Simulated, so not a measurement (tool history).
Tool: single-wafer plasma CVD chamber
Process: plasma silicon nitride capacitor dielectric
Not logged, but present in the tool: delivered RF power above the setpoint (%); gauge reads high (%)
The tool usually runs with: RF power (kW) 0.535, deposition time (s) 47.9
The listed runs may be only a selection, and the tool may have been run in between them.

run,hour,RF power (kW),deposition time (s),wafers since the last listed run,hours since the last RF generator calibration,hours since the showerhead was replaced,hours since the gauge calibration,"read-back reference wafer on the same gauge, thickness_nm",mean film thickness on the monitor wafer (angstrom)
1,0,0.535,47.9,0,831.2,2117.6,804.8,59.409,709.14
2,31.4,0.46,42.7,470,862.6,2149,836.2,59.445,605.51
3,83.6,0.46,42.7,782,914.8,2201.2,888.4,59.613,603.34
4,107.7,0.535,47.9,361,938.9,2225.3,912.5,59.545,715.16
5,146.4,0.6,40.9,579,977.6,2264,951.2,59.777,630.08
6,190.3,0.535,47.9,657,1021.5,2307.9,995.1,59.948,712.9
7,237.4,0.535,47.9,705,1068.6,2355,1042.2,60.059,718.43
8,295.3,0.535,47.9,867,1126.5,2412.9,1100.1,60.039,722.76
9,342.1,0.535,54.4,701,1173.3,2459.7,1146.9,60.231,819.22
10,394.8,0.535,54.4,789,1226,2512.4,1199.6,60.635,818.88
11,444.7,0.535,47.9,747,1275.9,2562.3,1249.5,60.768,729.95
12,591,0.535,47.9,2192,1422.2,2708.6,1395.8,61.417,729.68
13,644.6,0.535,47.9,803,1475.8,2762.2,1449.4,61.757,726.44
14,668.8,0.535,47.9,362,1500,2786.4,1473.6,61.786,737.96
15,727.2,0.535,47.9,875,1558.4,2844.8,1532,62.184,739.38
16,791.7,0.63,39.3,966,1622.9,2909.3,1596.5,62.543,647.27
17,816.8,0.535,47.9,376,1648,2934.4,1621.6,62.508,745.9
# hour 866.1: gauge calibrated
18,870.4,0.49,56.3,803,1701.6,2988,4.3,59.096,800.31
19,933.8,0.535,47.9,950,1765,3051.4,67.7,59.166,708.08
20,985.5,0.535,44.2,774,1816.7,3103.1,119.4,59.045,647.69
21,1044.9,0.48,39.3,890,1876.1,3162.5,178.8,59.103,558.45
22,1108.9,0.535,47.9,959,1940.1,3226.5,242.8,59.165,701.52
# hour 1171.9: showerhead replaced
23,1179.3,0.535,47.9,935,2010.5,7.4,313.2,59.284,703.39
24,1215.1,0.61,40.7,536,2046.3,43.2,349,59.332,626.17
25,1270.1,0.595,47.9,824,2101.3,98.2,404,59.304,733.78
# hour 1302.1: RF generator calibrated
26,1465,0.475,47.9,2800,162.9,293.1,598.9,59.477,685.6
27,1527.2,0.57,56.4,932,225.1,355.3,661.1,59.912,853.19
28,1556.2,0.63,56.7,434,254.1,384.3,690.1,59.846,895.79
29,1601.8,0.615,42.6,683,299.7,429.9,735.7,60.019,668.33
30,1652.7,0.625,41.8,762,350.6,480.8,786.6,60.073,653.54

Forecast each of these 4 alternatives for the next run:
A,1653.1,0.47,47.9,5,351,481.2,787,?,?
B,1653.1,0.445,47.9,5,351,481.2,787,?,?
C,1653.1,0.46,53.5,5,351,481.2,787,?,?
D,1653.1,0.6,47.9,5,351,481.2,787,?,?

run,"read-back reference wafer on the same gauge, thickness_nm",mean film thickness on the monitor wafer (angstrom)
A,60.013,684.18
B,60.013,672.6
C,60.013,759.06
D,60.013,738.09
Without the tool's hidden state the same runs would have given:
run,mean film thickness on the monitor wafer (angstrom)
A,663.21
B,651.99
C,735.79
D,715.47

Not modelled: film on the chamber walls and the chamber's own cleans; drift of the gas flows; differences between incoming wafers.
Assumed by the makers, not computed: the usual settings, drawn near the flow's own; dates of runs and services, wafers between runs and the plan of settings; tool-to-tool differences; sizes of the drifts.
